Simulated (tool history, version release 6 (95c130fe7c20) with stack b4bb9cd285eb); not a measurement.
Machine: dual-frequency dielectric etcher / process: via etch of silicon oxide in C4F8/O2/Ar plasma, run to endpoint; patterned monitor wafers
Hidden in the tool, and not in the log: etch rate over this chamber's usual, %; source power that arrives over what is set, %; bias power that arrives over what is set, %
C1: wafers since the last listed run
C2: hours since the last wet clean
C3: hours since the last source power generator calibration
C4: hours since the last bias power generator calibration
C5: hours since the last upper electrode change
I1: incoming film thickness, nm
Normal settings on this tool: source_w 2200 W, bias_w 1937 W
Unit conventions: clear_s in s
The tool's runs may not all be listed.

{"run": 1, "hour": 0.0, "source_w": 1910, "bias_w": 1937, "C1": 0, "C2": 345.9, "C3": 3764.7, "C4": 1809.3, "C5": 4208.9, "I1": 990.3, "clear_s": 186.3}
{"run": 2, "hour": 17.9, "source_w": 2200, "bias_w": 1937, "C1": 84, "C2": 363.8, "C3": 3782.6, "C4": 1827.2, "C5": 4226.8, "I1": 974.1, "clear_s": 173.2}
{"run": 3, "hour": 26.2, "source_w": 2200, "bias_w": 1937, "C1": 39, "C2": 372.1, "C3": 3790.9, "C4": 1835.5, "C5": 4235.1, "I1": 972.8, "clear_s": 174.5}
{"run": 4, "hour": 39.1, "source_w": 2200, "bias_w": 1937, "C1": 60, "C2": 385.0, "C3": 3803.8, "C4": 1848.4, "C5": 4248.0, "I1": 974.3, "clear_s": 173.8}
{"run": 5, "hour": 50.2, "source_w": 2200, "bias_w": 1937, "C1": 52, "C2": 396.1, "C3": 3814.9, "C4": 1859.5, "C5": 4259.1, "I1": 975.9, "clear_s": 173.8}
{"run": 6, "hour": 64.4, "source_w": 2200, "bias_w": 1937, "C1": 66, "C2": 410.3, "C3": 3829.1, "C4": 1873.7, "C5": 4273.3, "I1": 989.9, "clear_s": 174.4}
{"run": 7, "hour": 72.6, "source_w": 1960, "bias_w": 1937, "C1": 38, "C2": 418.5, "C3": 3837.3, "C4": 1881.9, "C5": 4281.5, "I1": 970.1, "clear_s": 180.9}
{"hour": 100.6, "done": "bias power generator calibrated"}
{"hour": 101.0, "done": "upper electrode replaced"}
{"run": 8, "hour": 101.5, "source_w": 1960, "bias_w": 1937, "C1": 115, "C2": 447.4, "C3": 3866.2, "C4": 0.9, "C5": 0.5, "I1": 976.6, "clear_s": 181.5}
{"run": 9, "hour": 101.9, "source_w": 1960, "bias_w": 1937, "C1": 1, "C2": 447.8, "C3": 3866.6, "C4": 1.3, "C5": 0.9, "I1": 975.3, "clear_s": 181.2}
{"run": 10, "hour": 106.1, "source_w": 2200, "bias_w": 2089, "C1": 19, "C2": 452.0, "C3": 3870.8, "C4": 5.5, "C5": 5.1, "I1": 973.6, "clear_s": 170.3}
{"run": 11, "hour": 113.5, "source_w": 1780, "bias_w": 2146, "C1": 34, "C2": 459.4, "C3": 3878.2, "C4": 12.9, "C5": 12.5, "I1": 985.4, "clear_s": 184.7}
{"run": 12, "hour": 120.0, "source_w": 2530, "bias_w": 1780, "C1": 30, "C2": 465.9, "C3": 3884.7, "C4": 19.4, "C5": 19.0, "I1": 982.4, "clear_s": 166.9}
{"run": 13, "hour": 135.3, "source_w": 1960, "bias_w": 1937, "C1": 72, "C2": 481.2, "C3": 3900.0, "C4": 34.7, "C5": 34.3, "I1": 972.6, "clear_s": 179.7}
{"hour": 171.3, "done": "wet clean of the chamber"}
{"run": 14, "hour": 171.8, "source_w": 2410, "bias_w": 2114, "C1": 58, "C2": 0.5, "C3": 3936.5, "C4": 71.2, "C5": 70.8, "I1": 970.9, "clear_s": 182.3}
{"run": 15, "hour": 172.2, "source_w": 1960, "bias_w": 1937, "C1": 1, "C2": 0.9, "C3": 3936.9, "C4": 71.6, "C5": 71.2, "I1": 969.5, "clear_s": 200.8}
{"hour": 186.1, "done": "source power generator calibrated"}
{"hour": 205.2, "done": "wet clean of the chamber, repeated, since the last time left the tool worse"}
{"run": 16, "hour": 220.3, "source_w": 2600, "bias_w": 1464, "C1": 117, "C2": 15.1, "C3": 34.2, "C4": 119.7, "C5": 119.3, "I1": 982.0, "clear_s": 176.5}
{"run": 17, "hour": 238.1, "source_w": 2200, "bias_w": 2294, "C1": 83, "C2": 32.9, "C3": 52.0, "C4": 137.5, "C5": 137.1, "I1": 980.5, "clear_s": 174.2}
{"run": 18, "hour": 245.2, "source_w": 2590, "bias_w": 1601, "C1": 33, "C2": 40.0, "C3": 59.1, "C4": 144.6, "C5": 144.2, "I1": 974.9, "clear_s": 172.0}
{"run": 19, "hour": 257.4, "source_w": 2200, "bias_w": 1937, "C1": 57, "C2": 52.2, "C3": 71.3, "C4": 156.8, "C5": 156.4, "I1": 969.0, "clear_s": 177.0}

Branching from run 19: 4 alternative next runs. What would each branch give?
{"run": "A", "hour": 257.9, "source_w": 2510, "bias_w": 1937, "C1": 2, "C2": 52.7, "C3": 71.8, "C4": 157.3, "C5": 156.9, "I1": 967.3, "clear_s": "?"}
{"run": "B", "hour": 257.9, "source_w": 1840, "bias_w": 2318, "C1": 2, "C2": 52.7, "C3": 71.8, "C4": 157.3, "C5": 156.9, "I1": 967.3, "clear_s": "?"}
{"run": "C", "hour": 257.9, "source_w": 1660, "bias_w": 1558, "C1": 2, "C2": 52.7, "C3": 71.8, "C4": 157.3, "C5": 156.9, "I1": 967.3, "clear_s": "?"}
{"run": "D", "hour": 257.9, "source_w": 2520, "bias_w": 1794, "C1": 2, "C2": 52.7, "C3": 71.8, "C4": 157.3, "C5": 156.9, "I1": 967.3, "clear_s": "?"}

run=A clear_s=168.1
run=B clear_s=184.1
run=C clear_s=206.4
run=D clear_s=170.2
The same runs, with their run-to-run variation unchanged, on a tool lacking any hidden condition would have given:
run=A clear_s=169.0
run=B clear_s=185.0
run=C clear_s=207.4
run=D clear_s=171.0
